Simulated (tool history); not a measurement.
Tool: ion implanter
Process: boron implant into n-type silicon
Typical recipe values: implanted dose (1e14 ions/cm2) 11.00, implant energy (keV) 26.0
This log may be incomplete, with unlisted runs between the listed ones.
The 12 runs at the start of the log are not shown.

run    hour  implanted dose (1e14 ions/cm2)  implant energy (keV)  read-back reference wafer on the same gauge, sheet resistance  sheet resistance of the implanted and annealed layer (ohm/square)
 13  1336.6                           11.00                  26.0                                                         112.02                                                             109.26
 14  1373.8                           11.00                  26.0                                                         112.06                                                             109.24
     1392.3  -- gauge calibrated
 15  1476.2                           13.18                  19.0                                                         112.02                                                              98.66
     1515.3  -- extraction supply calibrated
 16  1525.2                           11.00                  26.0                                                         112.05                                                             109.92
 17  1610.9                           11.00                  26.0                                                         112.02                                                             109.89
 18  1674.0                           11.00                  28.5                                                         112.04                                                             109.34
 19  1761.7                           12.56                  26.0                                                         112.03                                                              99.24
 20  1806.5                           11.00                  26.0                                                         112.04                                                             110.38
     1842.0  -- Faraday cup replaced and dose calibrated
 21  1906.9                           11.98                  32.0                                                         112.10                                                              99.94
 22  1967.3                            9.42                  26.0                                                         112.00                                                             123.38
 23  2013.0                           12.00                  20.0                                                         112.00                                                             104.31
 24  2119.7                            9.30                  26.0                                                         112.03                                                             125.31
 25  2156.7                            8.83                  32.0                                                         112.08                                                             128.72
 26  2260.0                           11.00                  26.0                                                         111.94                                                             109.44
 27  2297.3                            9.05                  34.5                                                         111.96                                                             125.85
 28  2587.8                           13.66                  26.0                                                         112.00                                                              92.85
 29  2665.2                           13.11                  23.5                                                         112.00                                                              97.13
 30  2711.6                           10.03                  29.0                                                         112.00                                                             118.05
     2772.7  -- Faraday cup replaced and dose calibrated
 31  2782.1                           11.98                  32.0                                                         112.00                                                              99.59
 32  2882.1                           11.00                  29.5                                                         112.00                                                             107.71
 33  2939.0                            8.24                  26.0                                                         112.10                                                             137.81
 34  3018.5                            8.70                  26.0                                                         111.99                                                             131.94
 35  3112.9                            9.05                  22.0                                                         111.96                                                             129.53
 36  3181.1                           11.00                  30.0                                                         112.01                                                             107.83

Forecast each of these 5 alternatives for the next run:
  A  3181.5                           13.49                  26.0                                                              ?                                                                  ?
  B  3181.5                           13.87                  26.0                                                              ?                                                                  ?
  C  3181.5                           13.58                  31.5                                                              ?                                                                  ?
  D  3181.5                           13.37                  21.5                                                              ?                                                                  ?
  E  3181.5                            9.76                  32.5                                                              ?                                                                  ?

run  read-back reference wafer on the same gauge, sheet resistance  sheet resistance of the implanted and annealed layer (ohm/square)
  A                                                         112.05                                                              92.68
  B                                                         112.05                                                              90.76
  C                                                         112.05                                                              90.77
  D                                                         112.05                                                              95.31
  E                                                         112.05                                                             118.31
With no hidden state in the tool, these same runs would have given:
run  sheet resistance of the implanted and annealed layer (ohm/square)
  A                                                              92.23
  B                                                              90.32
  C                                                              90.31
  D                                                              94.87
  E                                                             117.69
